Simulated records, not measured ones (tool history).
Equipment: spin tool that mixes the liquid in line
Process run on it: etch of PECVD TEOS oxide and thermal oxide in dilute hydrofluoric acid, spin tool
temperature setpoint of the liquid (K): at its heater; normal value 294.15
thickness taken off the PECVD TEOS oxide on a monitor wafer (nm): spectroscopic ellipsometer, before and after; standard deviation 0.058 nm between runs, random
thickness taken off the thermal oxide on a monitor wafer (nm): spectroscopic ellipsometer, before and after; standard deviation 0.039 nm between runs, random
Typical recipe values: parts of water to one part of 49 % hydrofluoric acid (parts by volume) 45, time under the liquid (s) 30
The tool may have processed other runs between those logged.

run   hour  temperature setpoint of the liquid (K)  parts of water to one part of 49 % hydrofluoric acid (parts by volume)  time under the liquid (s)  wafers since the last listed run  hours since the thermometer was replaced  hours since the hydrofluoric acid flow meter was replaced  hours since the gauge calibration  read-back film thickness of the PECVD TEOS oxide reference wafer, read on the same gauge (nm)  read-back film thickness of the thermal oxide reference wafer, read on the same gauge (nm)  thickness taken off the PECVD TEOS oxide on a monitor wafer (nm)  thickness taken off the thermal oxide on a monitor wafer (nm)
  1      0                                  294.15                                                                      45                         30                                 0                                    2823.3                                                     1472.1                              197.3                                                                                            100                                                                                      60.023                                                             18.12                                                          3.556
  2     14                                  294.15                                                                      45                         30                               121                                    2837.3                                                     1486.1                              211.3                                                                                         100.02                                                                                      59.973                                                             18.05                                                          3.555
  3   28.6                                  294.15                                                                      45                         30                               126                                    2851.9                                                     1500.7                              225.9                                                                                            100                                                                                      59.993                                                             18.04                                                          3.585
  4   44.6                                  294.15                                                                      45                         30                               138                                    2867.9                                                     1516.7                              241.9                                                                                          99.99                                                                                      59.975                                                             18.07                                                          3.555
  5   51.4                                  294.15                                                                      45                         30                                58                                    2874.7                                                     1523.5                              248.7                                                                                         100.01                                                                                      60.066                                                             18.08                                                          3.681
  6   64.5                                  294.15                                                                      45                         30                               113                                    2887.8                                                     1536.6                              261.8                                                                                          99.98                                                                                      59.995                                                             18.08                                                          3.607
  7   78.3                                  290.15                                                                      45                         45                               119                                    2901.6                                                     1550.4                              275.6                                                                                            100                                                                                      60.015                                                             23.03                                                           4.48
  8   93.2                                  290.15                                                                      45                         45                               129                                    2916.5                                                     1565.3                              290.5                                                                                            100                                                                                      60.035                                                              22.9                                                          4.518
     101.9  -- thermometer replaced
     101.9  -- hydrofluoric acid flow meter replaced
     105.9  -- gauge calibrated
  9  108.1                                  290.15                                                                      45                         45                               120                                       6.2                                                        6.2                                2.2                                                                                            100                                                                                      60.014                                                             20.85                                                          4.131
 10  150.6                                  294.15                                                                      45                         40                               368                                      48.7                                                       48.7                               44.7                                                                                          99.98                                                                                      60.016                                                             22.03                                                          4.415
 11    167                                  294.15                                                                      55                         30                               142                                      65.1                                                       65.1                               61.1                                                                                         100.01                                                                                      59.983                                                              13.4                                                          2.603
 12    181                                  294.15                                                                      55                         30                               121                                      79.1                                                       79.1                               75.1                                                                                            100                                                                                      59.962                                                             13.35                                                          2.658
 13  195.5                                  294.15                                                                      40                         30                               125                                      93.6                                                       93.6                               89.6                                                                                            100                                                                                      60.034                                                             18.66                                                          3.714
 14  206.2                                  294.15                                                                      45                         30                                92                                     104.3                                                      104.3                              100.3                                                                                         100.01                                                                                      60.011                                                             16.54                                                          3.274
 15  213.1                                  294.15                                                                      50                         50                                59                                     111.2                                                      111.2                              107.2                                                                                            100                                                                                      60.011                                                              24.7                                                          4.833
 16  222.2                                  294.15                                                                      35                         30                                78                                     120.3                                                      120.3                              116.3                                                                                          99.99                                                                                      59.946                                                             21.56                                                          4.203
 17  231.6                                  294.15                                                                      45                         30                                81                                     129.7                                                      129.7                              125.7                                                                                          99.97                                                                                      59.954                                                             16.53                                                          3.236
 18    244                                  294.15                                                                      45                         30                               107                                     142.1                                                      142.1                              138.1                                                                                            100                                                                                      59.987                                                             16.59                                                          3.281
 19    251                                  299.15                                                                      65                         45                                60                                     149.1                                                      149.1                              145.1                                                                                          99.99                                                                                      59.981                                                             20.42                                                          4.074
 20    265                                  294.15                                                                      40                         30                               121                                     163.1                                                      163.1                              159.1                                                                                         100.01                                                                                      59.969                                                             18.85                                                          3.649
 21  279.9                                  294.15                                                                      30                         45                               129                                       178                                                        178                                174                                                                                          99.98                                                                                      60.041                                                              38.2                                                          7.512
 22    295                                  294.15                                                                      30                         30                               130                                     193.1                                                      193.1                              189.1                                                                                         100.01                                                                                      60.062                                                              25.4                                                          4.893
 23  305.5                                  294.15                                                                      60                         15                                91                                     203.6                                                      203.6                              199.6                                                                                            100                                                                                      59.977                                                              6.13                                                          1.213
 24  322.8                                  294.15                                                                      45                         30                               149                                     220.9                                                      220.9                              216.9                                                                                            100                                                                                      59.986                                                             16.64                                                          3.264
 25  335.2                                  290.65                                                                      30                         30                               107                                     233.3                                                      233.3                              229.3                                                                                            100                                                                                      59.987                                                             21.88                                                          4.257
 26  348.1                                  295.65                                                                      45                         45                               111                                     246.2                                                      246.2                              242.2                                                                                         100.02                                                                                      60.036                                                             26.54                                                          5.283

For each run, the measured value with the value that run would have given without the tool's hidden condition subtracted. The run-to-run variation is shared by both, the gauge scatter possibly not:
What the log doesn't record here: liquid hotter than its thermometer reads (K); hydrofluoric acid flow above the setpoint (%); gauge reads high (%).
run  thickness taken off the PECVD TEOS oxide on a monitor wafer (nm)  thickness taken off the thermal oxide on a monitor wafer (nm)
  1                                                             +1.92                                                         +0.377
  2                                                             +1.92                                                         +0.378
  3                                                             +1.94                                                         +0.385
  4                                                             +1.94                                                         +0.382
  5                                                             +1.96                                                         +0.397
  6                                                             +1.95                                                         +0.391
  7                                                             +2.59                                                         +0.503
  8                                                             +2.58                                                         +0.509
  9                                                             +0.43                                                         +0.085
 10                                                             +0.48                                                         +0.096
 11                                                              +0.3                                                         +0.057
 12                                                              +0.3                                                         +0.061
 13                                                             +0.44                                                         +0.087
 14                                                              +0.4                                                         +0.078
 15                                                             +0.59                                                         +0.116
 16                                                             +0.53                                                         +0.104
 17                                                             +0.41                                                         +0.081
 18                                                             +0.42                                                         +0.084
 19                                                             +0.49                                                         +0.098
 20                                                             +0.49                                                         +0.096
 21                                                             +1.03                                                         +0.203
 22                                                              +0.7                                                         +0.136
 23                                                             +0.17                                                         +0.033
 24                                                             +0.47                                                         +0.092
 25                                                             +0.65                                                         +0.127
 26                                                             +0.78                                                         +0.155
